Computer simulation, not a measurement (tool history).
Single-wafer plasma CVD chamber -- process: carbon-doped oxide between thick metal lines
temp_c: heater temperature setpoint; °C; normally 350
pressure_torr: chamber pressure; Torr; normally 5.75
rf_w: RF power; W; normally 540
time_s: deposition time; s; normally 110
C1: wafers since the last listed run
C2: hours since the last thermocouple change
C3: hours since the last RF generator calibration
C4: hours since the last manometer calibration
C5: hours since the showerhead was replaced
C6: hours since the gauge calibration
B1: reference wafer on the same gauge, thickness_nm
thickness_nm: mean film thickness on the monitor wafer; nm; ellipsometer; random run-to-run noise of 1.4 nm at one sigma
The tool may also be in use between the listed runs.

{"run": 1, "hour": 0.0, "temp_c": 350, "pressure_torr": 5.75, "rf_w": 540, "time_s": 110, "C1": 0, "C2": 2106.3, "C3": 90.3, "C4": 973.3, "C5": 5035.9, "C6": 996.4, "B1": 588.871, "thickness_nm": 570.292}
{"run": 2, "hour": 68.5, "temp_c": 350, "pressure_torr": 5.75, "rf_w": 465, "time_s": 120, "C1": 1201, "C2": 2174.8, "C3": 158.8, "C4": 1041.8, "C5": 5104.4, "C6": 1064.9, "B1": 589.023, "thickness_nm": 582.69}
{"run": 3, "hour": 105.7, "temp_c": 350, "pressure_torr": 5.75, "rf_w": 465, "time_s": 120, "C1": 652, "C2": 2212.0, "C3": 196.0, "C4": 1079.0, "C5": 5141.6, "C6": 1102.1, "B1": 588.859, "thickness_nm": 583.466}
{"run": 4, "hour": 143.3, "temp_c": 350, "pressure_torr": 5.75, "rf_w": 465, "time_s": 120, "C1": 659, "C2": 2249.6, "C3": 233.6, "C4": 1116.6, "C5": 5179.2, "C6": 1139.7, "B1": 588.882, "thickness_nm": 580.921}
{"hour": 203.7, "done": "thermocouple changed; heater temperature recalibrated"}
{"run": 5, "hour": 206.3, "temp_c": 362, "pressure_torr": 6.06, "rf_w": 540, "time_s": 110, "C1": 964, "C2": 2.6, "C3": 296.6, "C4": 1179.6, "C5": 5242.2, "C6": 1202.7, "B1": 589.03, "thickness_nm": 562.189}
{"run": 6, "hour": 274.3, "temp_c": 350, "pressure_torr": 5.75, "rf_w": 540, "time_s": 110, "C1": 1192, "C2": 70.6, "C3": 364.6, "C4": 1247.6, "C5": 5310.2, "C6": 1270.7, "B1": 589.236, "thickness_nm": 577.542}
{"run": 7, "hour": 327.1, "temp_c": 354, "pressure_torr": 6.78, "rf_w": 540, "time_s": 110, "C1": 926, "C2": 123.4, "C3": 417.4, "C4": 1300.4, "C5": 5363.0, "C6": 1323.5, "B1": 588.779, "thickness_nm": 581.366}
{"run": 8, "hour": 387.0, "temp_c": 350, "pressure_torr": 5.75, "rf_w": 540, "time_s": 123, "C1": 1050, "C2": 183.3, "C3": 477.3, "C4": 1360.3, "C5": 5422.9, "C6": 1383.4, "B1": 588.959, "thickness_nm": 643.759}
{"run": 9, "hour": 441.1, "temp_c": 359, "pressure_torr": 5.75, "rf_w": 540, "time_s": 110, "C1": 948, "C2": 237.4, "C3": 531.4, "C4": 1414.4, "C5": 5477.0, "C6": 1437.5, "B1": 589.003, "thickness_nm": 559.665}
{"run": 10, "hour": 467.5, "temp_c": 359, "pressure_torr": 5.75, "rf_w": 540, "time_s": 110, "C1": 463, "C2": 263.8, "C3": 557.8, "C4": 1440.8, "C5": 5503.4, "C6": 1463.9, "B1": 589.126, "thickness_nm": 560.43}
{"run": 11, "hour": 492.5, "temp_c": 350, "pressure_torr": 5.75, "rf_w": 540, "time_s": 110, "C1": 438, "C2": 288.8, "C3": 582.8, "C4": 1465.8, "C5": 5528.4, "C6": 1488.9, "B1": 588.994, "thickness_nm": 574.278}
{"hour": 589.6, "done": "gauge calibrated"}
{"run": 12, "hour": 612.7, "temp_c": 350, "pressure_torr": 5.75, "rf_w": 540, "time_s": 110, "C1": 2108, "C2": 409.0, "C3": 703.0, "C4": 1586.0, "C5": 5648.6, "C6": 23.1, "B1": 588.932, "thickness_nm": 571.159}
{"run": 13, "hour": 666.1, "temp_c": 350, "pressure_torr": 5.75, "rf_w": 540, "time_s": 110, "C1": 936, "C2": 462.4, "C3": 756.4, "C4": 1639.4, "C5": 5702.0, "C6": 76.5, "B1": 589.359, "thickness_nm": 571.417}
{"run": 14, "hour": 707.4, "temp_c": 350, "pressure_torr": 4.61, "rf_w": 505, "time_s": 110, "C1": 724, "C2": 503.7, "C3": 797.7, "C4": 1680.7, "C5": 5743.3, "C6": 117.8, "B1": 589.043, "thickness_nm": 538.059}
{"run": 15, "hour": 757.0, "temp_c": 350, "pressure_torr": 5.75, "rf_w": 435, "time_s": 91, "C1": 870, "C2": 553.3, "C3": 847.3, "C4": 1730.3, "C5": 5792.9, "C6": 167.4, "B1": 589.244, "thickness_nm": 426.882}
{"hour": 809.2, "done": "capacitance manometer re-zeroed and calibrated"}
{"run": 16, "hour": 809.7, "temp_c": 350, "pressure_torr": 5.75, "rf_w": 580, "time_s": 129, "C1": 784, "C2": 606.0, "C3": 900.0, "C4": 0.5, "C5": 5845.6, "C6": 220.1, "B1": 588.835, "thickness_nm": 690.501}
{"run": 17, "hour": 826.8, "temp_c": 350, "pressure_torr": 5.75, "rf_w": 540, "time_s": 110, "C1": 299, "C2": 623.1, "C3": 917.1, "C4": 17.6, "C5": 5862.7, "C6": 237.2, "B1": 588.966, "thickness_nm": 568.215}
{"run": 18, "hour": 862.1, "temp_c": 350, "pressure_torr": 4.36, "rf_w": 540, "time_s": 110, "C1": 619, "C2": 658.4, "C3": 952.4, "C4": 52.9, "C5": 5898.0, "C6": 272.5, "B1": 588.787, "thickness_nm": 548.462}
{"run": 19, "hour": 913.1, "temp_c": 343, "pressure_torr": 5.75, "rf_w": 540, "time_s": 110, "C1": 894, "C2": 709.4, "C3": 1003.4, "C4": 103.9, "C5": 5949.0, "C6": 323.5, "B1": 588.774, "thickness_nm": 578.898}
{"hour": 935.4, "done": "showerhead replaced"}
{"run": 20, "hour": 982.0, "temp_c": 360, "pressure_torr": 4.58, "rf_w": 540, "time_s": 116, "C1": 1068, "C2": 778.3, "C3": 1072.3, "C4": 172.8, "C5": 46.6, "C6": 392.4, "B1": 588.936, "thickness_nm": 559.513}
{"hour": 1011.3, "done": "RF generator calibrated"}
{"run": 21, "hour": 1052.5, "temp_c": 350, "pressure_torr": 5.75, "rf_w": 500, "time_s": 110, "C1": 1096, "C2": 848.8, "C3": 41.2, "C4": 243.3, "C5": 117.1, "C6": 462.9, "B1": 589.222, "thickness_nm": 555.193}
{"run": 22, "hour": 1108.7, "temp_c": 350, "pressure_torr": 5.75, "rf_w": 540, "time_s": 104, "C1": 985, "C2": 905.0, "C3": 97.4, "C4": 299.5, "C5": 173.3, "C6": 519.1, "B1": 588.913, "thickness_nm": 546.83}
{"run": 23, "hour": 1160.9, "temp_c": 350, "pressure_torr": 5.2, "rf_w": 540, "time_s": 117, "C1": 915, "C2": 957.2, "C3": 149.6, "C4": 351.7, "C5": 225.5, "C6": 571.3, "B1": 588.709, "thickness_nm": 604.883}
{"run": 24, "hour": 1196.2, "temp_c": 340, "pressure_torr": 7.03, "rf_w": 480, "time_s": 118, "C1": 619, "C2": 992.5, "C3": 184.9, "C4": 387.0, "C5": 260.8, "C6": 606.6, "B1": 589.177, "thickness_nm": 617.116}
{"run": 25, "hour": 1254.8, "temp_c": 350, "pressure_torr": 5.75, "rf_w": 540, "time_s": 110, "C1": 1027, "C2": 1051.1, "C3": 243.5, "C4": 445.6, "C5": 319.4, "C6": 665.2, "B1": 589.076, "thickness_nm": 576.352}
{"run": 26, "hour": 1319.0, "temp_c": 350, "pressure_torr": 5.75, "rf_w": 540, "time_s": 110, "C1": 1126, "C2": 1115.3, "C3": 307.7, "C4": 509.8, "C5": 383.6, "C6": 729.4, "B1": 588.578, "thickness_nm": 575.635}
{"run": 27, "hour": 1382.7, "temp_c": 342, "pressure_torr": 5.22, "rf_w": 540, "time_s": 126, "C1": 1117, "C2": 1179.0, "C3": 371.4, "C4": 573.5, "C5": 447.3, "C6": 793.1, "B1": 589.047, "thickness_nm": 663.643}

Branching from run 27: 5 alternative next runs. What would each branch give?
{"run": "A", "hour": 1383.1, "temp_c": 350, "pressure_torr": 5.75, "rf_w": 540, "time_s": 110, "C1": 7, "C2": 1179.4, "C3": 371.8, "C4": 573.9, "C5": 447.7, "C6": 793.5, "B1": "?", "thickness_nm": "?"}
{"run": "B", "hour": 1383.1, "temp_c": 350, "pressure_torr": 6.16, "rf_w": 540, "time_s": 110, "C1": 7, "C2": 1179.4, "C3": 371.8, "C4": 573.9, "C5": 447.7, "C6": 793.5, "B1": "?", "thickness_nm": "?"}
{"run": "C", "hour": 1383.1, "temp_c": 350, "pressure_torr": 5.75, "rf_w": 540, "time_s": 125, "C1": 7, "C2": 1179.4, "C3": 371.8, "C4": 573.9, "C5": 447.7, "C6": 793.5, "B1": "?", "thickness_nm": "?"}
{"run": "D", "hour": 1383.1, "temp_c": 350, "pressure_torr": 7.08, "rf_w": 540, "time_s": 110, "C1": 7, "C2": 1179.4, "C3": 371.8, "C4": 573.9, "C5": 447.7, "C6": 793.5, "B1": "?", "thickness_nm": "?"}
{"run": "E", "hour": 1383.1, "temp_c": 361, "pressure_torr": 4.74, "rf_w": 570, "time_s": 97, "C1": 7, "C2": 1179.4, "C3": 371.8, "C4": 573.9, "C5": 447.7, "C6": 793.5, "B1": "?", "thickness_nm": "?"}

run=A B1=588.907 thickness_nm=575.292
run=B B1=588.907 thickness_nm=579.925
run=C B1=588.907 thickness_nm=653.357
run=D B1=588.907 thickness_nm=587.293
run=E B1=588.907 thickness_nm=490.914
With the hidden condition removed and each run's random variation left untouched, the same runs would have given:
run=A thickness_nm=579.883
run=B thickness_nm=584.552
run=C thickness_nm=658.570
run=D thickness_nm=591.979
run=E thickness_nm=494.593
